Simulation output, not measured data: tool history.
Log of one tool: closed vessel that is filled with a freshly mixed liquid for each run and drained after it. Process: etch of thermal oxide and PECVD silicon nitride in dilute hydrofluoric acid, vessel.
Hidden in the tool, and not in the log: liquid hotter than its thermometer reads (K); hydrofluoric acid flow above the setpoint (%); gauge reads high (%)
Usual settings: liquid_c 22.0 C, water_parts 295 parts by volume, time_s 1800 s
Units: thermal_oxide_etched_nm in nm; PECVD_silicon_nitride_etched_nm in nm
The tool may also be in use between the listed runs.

run,hour,liquid_c,water_parts,time_s,wafers since the last listed run,hours since the thermometer was replaced,hours since the hydrofluoric acid flow meter was replaced,hours since the gauge calibration,"read-back film thickness of the thermal oxide reference wafer, read on the same gauge (nm)","read-back film thickness of the PECVD silicon nitride reference wafer, read on the same gauge (nm)",thermal_oxide_etched_nm,PECVD_silicon_nitride_etched_nm
1,0.0,22.0,395,1800,0,480.9,669.3,205.0,40.01,99.99,16.68,21.84
2,40.4,23.0,260,1800,2219,521.3,709.7,245.4,40.00,99.95,29.81,34.84
# hour 96.1: hydrofluoric acid flow meter replaced
3,97.4,23.0,260,1800,3076,578.3,1.3,302.4,40.02,100.01,29.63,35.39
4,121.9,22.0,390,1800,1345,602.8,25.8,326.9,39.96,100.01,16.91,22.14
5,182.2,22.0,295,1800,3312,663.1,86.1,387.2,40.02,99.99,24.51,29.55
# hour 221.1: thermometer replaced
6,247.7,22.0,295,1800,3543,26.6,151.6,452.7,39.98,100.01,24.45,29.42
7,275.7,22.0,295,1800,1538,54.6,179.6,480.7,39.98,100.01,24.51,29.23
8,344.5,22.0,215,1800,3779,123.4,248.4,549.5,40.06,100.04,36.03,39.49
9,396.8,22.0,295,1800,2872,175.7,300.7,601.8,39.98,99.97,24.24,28.79
10,463.2,25.5,295,1125,3647,242.1,367.1,668.2,40.02,100.01,17.30,22.47
11,507.7,22.0,295,1465,2444,286.6,411.6,712.7,39.98,100.01,20.05,24.19
12,578.5,20.5,295,2535,3889,357.4,482.4,783.5,40.00,100.04,32.39,38.18
13,635.6,26.5,390,845,3136,414.5,539.5,840.6,39.96,100.01,9.22,13.69
14,664.9,20.0,155,2380,1609,443.8,568.8,869.9,40.01,99.99,65.03,63.60
# hour 695.3: gauge calibrated
15,709.2,26.5,295,1800,2433,488.1,613.1,13.9,39.95,99.99,28.61,38.65
# hour 728.3: hydrofluoric acid flow meter replaced
16,760.8,22.0,295,1800,2779,539.7,32.5,65.5,40.03,100.03,24.19,29.20
17,787.8,26.0,195,905,1483,566.7,59.5,92.5,39.97,99.96,23.69,27.74
18,867.1,22.0,295,990,4356,646.0,138.8,171.8,40.00,99.97,13.26,16.17
19,928.5,22.0,295,1800,3372,707.4,200.2,233.2,40.00,99.99,24.47,29.27
20,971.1,22.0,425,1800,2340,750.0,242.8,275.8,40.01,100.00,15.22,20.47
21,1021.2,22.0,295,1800,2752,800.1,292.9,325.9,40.02,100.00,24.14,29.35
22,1060.1,22.0,295,1165,2136,839.0,331.8,364.8,40.00,100.00,15.93,18.88
# hour 1116.0: thermometer replaced
23,1124.5,22.0,295,1800,3482,8.5,396.2,429.2,39.99,99.99,24.44,29.35
24,1150.8,22.0,295,1800,1444,34.8,422.5,455.5,39.99,99.96,24.49,29.76
25,1192.0,20.0,155,2510,2263,76.0,463.7,496.7,39.99,100.02,69.78,66.70

Forecast each of these 4 alternatives for the next run:
A,1193.2,22.0,295,1800,65,77.2,464.9,497.9,?,?,?,?
B,1193.2,23.5,390,2370,65,77.2,464.9,497.9,?,?,?,?
C,1193.2,22.0,190,2830,65,77.2,464.9,497.9,?,?,?,?
D,1193.2,22.0,295,2385,65,77.2,464.9,497.9,?,?,?,?

run,"read-back film thickness of the thermal oxide reference wafer, read on the same gauge (nm)","read-back film thickness of the PECVD silicon nitride reference wafer, read on the same gauge (nm)",thermal_oxide_etched_nm,PECVD_silicon_nitride_etched_nm
A,40.00,99.98,24.65,29.44
B,40.00,99.98,23.70,32.28
C,40.00,99.98,66.73,71.22
D,40.00,99.98,32.66,39.00
Without the tool's hidden state the same runs would have given:
run,thermal_oxide_etched_nm,PECVD_silicon_nitride_etched_nm
A,24.65,29.44
B,23.70,32.28
C,66.73,71.22
D,32.66,39.00
